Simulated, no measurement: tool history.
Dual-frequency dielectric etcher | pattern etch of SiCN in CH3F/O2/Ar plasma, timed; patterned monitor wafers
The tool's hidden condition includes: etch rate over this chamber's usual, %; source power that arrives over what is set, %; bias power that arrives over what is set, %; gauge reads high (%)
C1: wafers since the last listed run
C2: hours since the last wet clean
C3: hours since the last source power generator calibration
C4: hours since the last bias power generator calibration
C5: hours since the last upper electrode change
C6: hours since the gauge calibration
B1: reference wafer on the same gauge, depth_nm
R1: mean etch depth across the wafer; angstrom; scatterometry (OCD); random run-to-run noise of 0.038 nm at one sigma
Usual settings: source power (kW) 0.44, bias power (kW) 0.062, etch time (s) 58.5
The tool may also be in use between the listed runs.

{"run": 1, "hour": 0.0, "source power (kW)": 0.4, "bias power (kW)": 0.062, "etch time (s)": 58.5, "C1": 0, "C2": 438.9, "C3": 2167.7, "C4": 2974.4, "C5": 3465.4, "C6": 292.5, "B1": 23.92, "R1": 248.6}
{"hour": 10.8, "done": "wet clean of the chamber"}
{"run": 2, "hour": 55.5, "source power (kW)": 0.4, "bias power (kW)": 0.062, "etch time (s)": 58.5, "C1": 321, "C2": 44.7, "C3": 2223.2, "C4": 3029.9, "C5": 3520.9, "C6": 348, "B1": 23.9, "R1": 244.6}
{"run": 3, "hour": 112.8, "source power (kW)": 0.44, "bias power (kW)": 0.062, "etch time (s)": 58.5, "C1": 411, "C2": 102, "C3": 2280.5, "C4": 3087.2, "C5": 3578.2, "C6": 405.3, "B1": 23.89, "R1": 255.2}
{"run": 4, "hour": 150.5, "source power (kW)": 0.44, "bias power (kW)": 0.062, "etch time (s)": 67, "C1": 270, "C2": 139.7, "C3": 2318.2, "C4": 3124.9, "C5": 3615.9, "C6": 443, "B1": 23.91, "R1": 291.6}
{"run": 5, "hour": 213.1, "source power (kW)": 0.44, "bias power (kW)": 0.062, "etch time (s)": 67, "C1": 449, "C2": 202.3, "C3": 2380.8, "C4": 3187.5, "C5": 3678.5, "C6": 505.6, "B1": 23.89, "R1": 292.8}
{"run": 6, "hour": 293.3, "source power (kW)": 0.44, "bias power (kW)": 0.062, "etch time (s)": 67, "C1": 575, "C2": 282.5, "C3": 2461, "C4": 3267.7, "C5": 3758.7, "C6": 585.8, "B1": 23.9, "R1": 293}
{"run": 7, "hour": 350.3, "source power (kW)": 0.44, "bias power (kW)": 0.062, "etch time (s)": 58.5, "C1": 409, "C2": 339.5, "C3": 2518, "C4": 3324.7, "C5": 3815.7, "C6": 642.8, "B1": 23.91, "R1": 257.1}
{"hour": 434.9, "done": "upper electrode replaced"}
{"hour": 456.5, "done": "gauge calibrated"}
{"hour": 465.3, "done": "wet clean of the chamber"}
{"run": 8, "hour": 465.8, "source power (kW)": 0.44, "bias power (kW)": 0.062, "etch time (s)": 58.5, "C1": 484, "C2": 0.5, "C3": 2633.5, "C4": 3440.2, "C5": 30.9, "C6": 9.3, "B1": 23.9, "R1": 253.8}
{"run": 9, "hour": 499.2, "source power (kW)": 0.44, "bias power (kW)": 0.062, "etch time (s)": 58.5, "C1": 239, "C2": 33.9, "C3": 2666.9, "C4": 3473.6, "C5": 64.3, "C6": 42.7, "B1": 23.89, "R1": 254.5}

Run 10, settings as shown, results not yet in. Your forecast:
{"run": 10, "hour": 540.4, "source power (kW)": 0.44, "bias power (kW)": 0.062, "etch time (s)": 58.5, "C1": 295, "C2": 75.1, "C3": 2708.1, "C4": 3514.8, "C5": 105.5, "C6": 83.9, "B1": "?", "R1": "?"}

{"run 10": {"B1": 23.9, "R1": 254.5}}
Without the tool's hidden state the same run would have given R1 249.7 angstrom.
